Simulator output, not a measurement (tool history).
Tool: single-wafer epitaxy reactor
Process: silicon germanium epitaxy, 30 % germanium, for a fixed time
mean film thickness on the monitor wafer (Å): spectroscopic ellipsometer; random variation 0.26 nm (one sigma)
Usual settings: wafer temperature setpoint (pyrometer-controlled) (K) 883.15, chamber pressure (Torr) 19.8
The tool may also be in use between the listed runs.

run    hour  wafer temperature setpoint (pyrometer-controlled) (K)  chamber pressure (Torr)  wafers since the last listed run  hours since the last pyrometer calibration  hours since the last manometer calibration  hours since the showerhead was replaced  hours since the gauge calibration  read-back reference wafer on the same gauge, thickness_nm  mean film thickness on the monitor wafer (Å)
  1     0.0                                                 883.15                     19.8                                 0                                       537.0                                      1555.2                                   6014.2                              578.1                                                     58.377                                        655.01
  2    66.2                                                 883.15                     19.8                               776                                       603.2                                      1621.4                                   6080.4                              644.3                                                     58.201                                        651.62
  3   132.9                                                 883.15                     19.8                               781                                       669.9                                      1688.1                                   6147.1                              711.0                                                     58.017                                        653.75
  4   170.0                                                 883.15                     19.8                               434                                       707.0                                      1725.2                                   6184.2                              748.1                                                     57.939                                        645.60
  5   197.2                                                 883.15                     19.8                               318                                       734.2                                      1752.4                                   6211.4                              775.3                                                     57.847                                        647.52
  6   224.9                                                 883.15                     19.8                               324                                       761.9                                      1780.1                                   6239.1                              803.0                                                     57.722                                        645.61
  7   267.3                                                 883.15                     19.8                               497                                       804.3                                      1822.5                                   6281.5                              845.4                                                     57.607                                        645.03
  8   319.9                                                 883.15                     19.8                               616                                       856.9                                      1875.1                                   6334.1                              898.0                                                     57.394                                        639.81
  9   373.5                                                 883.15                     19.8                               628                                       910.5                                      1928.7                                   6387.7                              951.6                                                     57.273                                        641.87
 10   416.8                                                 883.15                     19.8                               507                                       953.8                                      1972.0                                   6431.0                              994.9                                                     57.056                                        635.32
 11   463.0                                                 892.15                     23.2                               541                                      1000.0                                      2018.2                                   6477.2                             1041.1                                                     56.939                                        825.53
      472.1  -- pyrometer calibrated
 12   526.2                                                 892.15                     23.2                               647                                        54.1                                      2081.4                                   6540.4                             1104.3                                                     56.619                                        813.18
      549.7  -- capacitance manometer re-zeroed and calibrated
 13   597.8                                                 883.15                     22.2                               745                                       125.7                                        48.1                                   6612.0                             1175.9                                                     56.324                                        665.91
 14   625.0                                                 883.15                     22.2                               318                                       152.9                                        75.3                                   6639.2                             1203.1                                                     56.204                                        666.12
 15   659.2                                                 872.15                     16.2                               400                                       187.1                                       109.5                                   6673.4                             1237.3                                                     56.106                                        449.46
      660.9  -- gauge calibrated
 16   727.3                                                 883.15                     19.8                               798                                       255.2                                       177.6                                   6741.5                               66.4                                                     58.868                                        659.45
 17   868.8                                                 892.15                     22.3                              1658                                       396.7                                       319.1                                   6883.0                              207.9                                                     58.785                                        838.93
      916.4  -- showerhead replaced
 18   917.5                                                 883.15                     19.8                               477                                       445.4                                       367.8                                      1.1                              256.6                                                     58.708                                        660.77
 19   947.1                                                 883.15                     15.1                               347                                       475.0                                       397.4                                     30.7                              286.2                                                     58.692                                        570.22
 20   981.4                                                 883.15                     19.8                               402                                       509.3                                       431.7                                     65.0                              320.5                                                     58.676                                        656.39
 21  1009.1                                                 891.15                     21.0                               324                                       537.0                                       459.4                                     92.7                              348.2                                                     58.623                                        792.30
 22  1077.0                                                 897.15                     19.8                               796                                       604.9                                       527.3                                    160.6                              416.1                                                     58.570                                        864.98
 23  1120.7                                                 883.15                     17.1                               512                                       648.6                                       571.0                                    204.3                              459.8                                                     58.445                                        608.76
 24  1168.2                                                 868.15                     16.2                               556                                       696.1                                       618.5                                    251.8                              507.3                                                     58.345                                        430.25
 25  1212.8                                                 872.15                     23.5                               522                                       740.7                                       663.1                                    296.4                              551.9                                                     58.308                                        565.62
 26  1240.0                                                 883.15                     19.8                               318                                       767.9                                       690.3                                    323.6                              579.1                                                     58.236                                        647.92
 27  1272.5                                                 888.15                     22.1                               381                                       800.4                                       722.8                                    356.1                              611.6                                                     58.164                                        761.43
 28  1301.5                                                 883.15                     19.8                               339                                       829.4                                       751.8                                    385.1                              640.6                                                     58.069                                        648.89
 29  1351.3                                                 887.15                     19.8                               583                                       879.2                                       801.6                                    434.9                              690.4                                                     57.979                                        706.64

Forecast each of these 3 alternatives for the next run:
  A  1351.7                                                 883.15                     19.8                                 4                                       879.6                                       802.0                                    435.3                              690.8                                                          ?                                             ?
  B  1351.7                                                 873.15                     15.3                                 4                                       879.6                                       802.0                                    435.3                              690.8                                                          ?                                             ?
  C  1351.7                                                 893.15                     22.2                                 4                                       879.6                                       802.0                                    435.3                              690.8                                                          ?                                             ?

run  read-back reference wafer on the same gauge, thickness_nm  mean film thickness on the monitor wafer (Å)
  A                                                     57.956                                        648.65
  B                                                     57.956                                        462.15
  C                                                     57.956                                        838.80
Without the tool's hidden state the same runs would have given:
run  mean film thickness on the monitor wafer (Å)
  A                                        661.67
  B                                        471.43
  C                                        855.64

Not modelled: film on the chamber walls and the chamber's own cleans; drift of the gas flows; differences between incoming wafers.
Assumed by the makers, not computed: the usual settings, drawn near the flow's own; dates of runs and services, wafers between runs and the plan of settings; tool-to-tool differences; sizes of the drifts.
